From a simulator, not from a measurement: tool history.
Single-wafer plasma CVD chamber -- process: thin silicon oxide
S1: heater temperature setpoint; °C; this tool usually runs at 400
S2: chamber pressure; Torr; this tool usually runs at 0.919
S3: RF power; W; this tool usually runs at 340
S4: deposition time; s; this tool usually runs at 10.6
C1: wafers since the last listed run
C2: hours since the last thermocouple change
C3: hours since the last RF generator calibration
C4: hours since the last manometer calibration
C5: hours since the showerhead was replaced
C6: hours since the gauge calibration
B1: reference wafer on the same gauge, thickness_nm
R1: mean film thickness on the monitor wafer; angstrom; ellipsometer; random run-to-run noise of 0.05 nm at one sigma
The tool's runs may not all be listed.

run     day   S1     S2   S3    S4    C1      C2      C3      C4      C5      C6      B1      R1
  1       0  400  0.919  340  10.6     0  2126.2   515.8     543    4777  1505.5  24.405  233.11
  2   1.054  400  0.919  340  10.6  1415  2151.5   541.1   568.3  4802.3  1530.8  24.382  231.94
  3   3.571  400  0.919  340  10.6  3378  2211.9   601.5   628.7  4862.7  1591.2  24.396  233.16
  4   5.938  400  0.919  340  10.6  3177  2268.7   658.3   685.5  4919.5    1648  24.401  233.33
  5   7.612  400  0.919  340    12  2248  2308.9   698.5   725.7  4959.7  1688.2  24.412  264.23
      9.221  -- thermocouple changed; heater temperature recalibrated
  6   9.983  394  1.012  340  10.6  2735    18.3   755.4   782.6  5016.6  1745.1  24.395  254.09
  7  11.871  400  0.919  340  10.6  2534    63.6   800.7   827.9  5061.9  1790.4  24.409  233.82
     11.871  -- gauge calibrated
  8  14.192  400  0.919  340  10.6  3115   119.3   856.4   883.6  5117.6    55.7  24.392  234.02
  9  15.662  389  0.722  300   9.6  1974   154.6   891.7   918.9  5152.9      91  24.401   157.2
 10  16.829  409  0.919  340   8.5  1566   182.6   919.7   946.9  5180.9     119  24.395  186.13
 11  19.638  392  0.764  340  10.6  3770     250   987.1  1014.3  5248.3   186.4  24.404  193.75
 12  20.929  400  0.919  340  10.6  1734     281  1018.1  1045.3  5279.3   217.4  24.385  234.16
 13  22.154  393  0.737  375  12.1  1644   310.4  1047.5  1074.7  5308.7   246.8  24.395  220.31
     23.925  -- capacitance manometer re-zeroed and calibrated
 14  24.262  400  0.919  405  10.6  2382     361  1098.1     8.1  5359.3   297.4  24.411  254.86
 15    25.5  388  0.919  340  10.6  1661   390.7  1127.8    37.8    5389   327.1  24.407  240.26
 16  26.588  400  0.919  340  10.6  1459   416.8  1153.9    63.9  5415.1   353.2  24.413  239.79
 17  28.358  408  1.107  305  10.6  2377   459.3  1196.4   106.4  5457.6   395.7  24.399  264.16
     30.021  -- RF generator calibrated
 18  30.042  400  0.919  340  10.6  1812   499.7     0.5   146.8    5498   436.1  24.422  240.81
 19  31.188  400  0.919  340  10.6  1538   527.2      28   174.3  5525.5   463.6  24.399  240.76
 20  34.021  393  1.075  365  10.6  3803   595.2      96   242.3  5593.5   531.6  24.395  280.07
     34.829  -- showerhead replaced
      35.05  -- capacitance manometer re-zeroed and calibrated, repeated, since the last time left the tool worse
 21  36.383  400  0.919  340   9.1  2425   651.9   152.7      32    37.3   588.3  24.413  197.76
 22  37.608  400  0.919  340   9.5  1644   681.3   182.1    61.4    66.7   617.7  24.385  206.72
 23  38.742  400  0.783  340   8.6  1521   708.5   209.3    88.6    93.9   644.9  24.388   159.2
 24  40.875  400   0.72  340  10.6  2864   759.7   260.5   139.8   145.1   696.1  24.405  177.66
 25  43.754  400   0.69  340  10.6  3865   828.8   329.6   208.9   214.2   765.2  24.404  169.16
 26  47.854  400  0.919  340  10.6  5504   927.2     428   307.3   312.6   863.6  24.397  233.33
 27  50.825  400  0.919  340  10.6  3988   998.5   499.3   378.6   383.9   934.9  24.403  234.84
 28  51.892  407  0.919  375  10.6  1432  1024.1   524.9   404.2   409.5   960.5  24.402  242.09

Predict each of these 4 candidate next runs independently; none follows another, all start after run 28:
  A  51.908  400  0.919  340  10.6  22  1024.5  525.3  404.6  409.9  960.9   ?   ?
  B  51.908  412  0.919  340  12.6  22  1024.5  525.3  404.6  409.9  960.9   ?   ?
  C  51.908  407   1.07  310  11.6  22  1024.5  525.3  404.6  409.9  960.9   ?   ?
  D  51.908  394  0.791  365  10.6  22  1024.5  525.3  404.6  409.9  960.9   ?   ?

run    B1      R1
  A  24.4  233.76
  B  24.4  275.81
  C  24.4  277.44
  D  24.4  207.05
With no hidden state in the tool, these same runs would have given:
run      R1
  A     229
  B   270.2
  C  272.98
  D  202.31

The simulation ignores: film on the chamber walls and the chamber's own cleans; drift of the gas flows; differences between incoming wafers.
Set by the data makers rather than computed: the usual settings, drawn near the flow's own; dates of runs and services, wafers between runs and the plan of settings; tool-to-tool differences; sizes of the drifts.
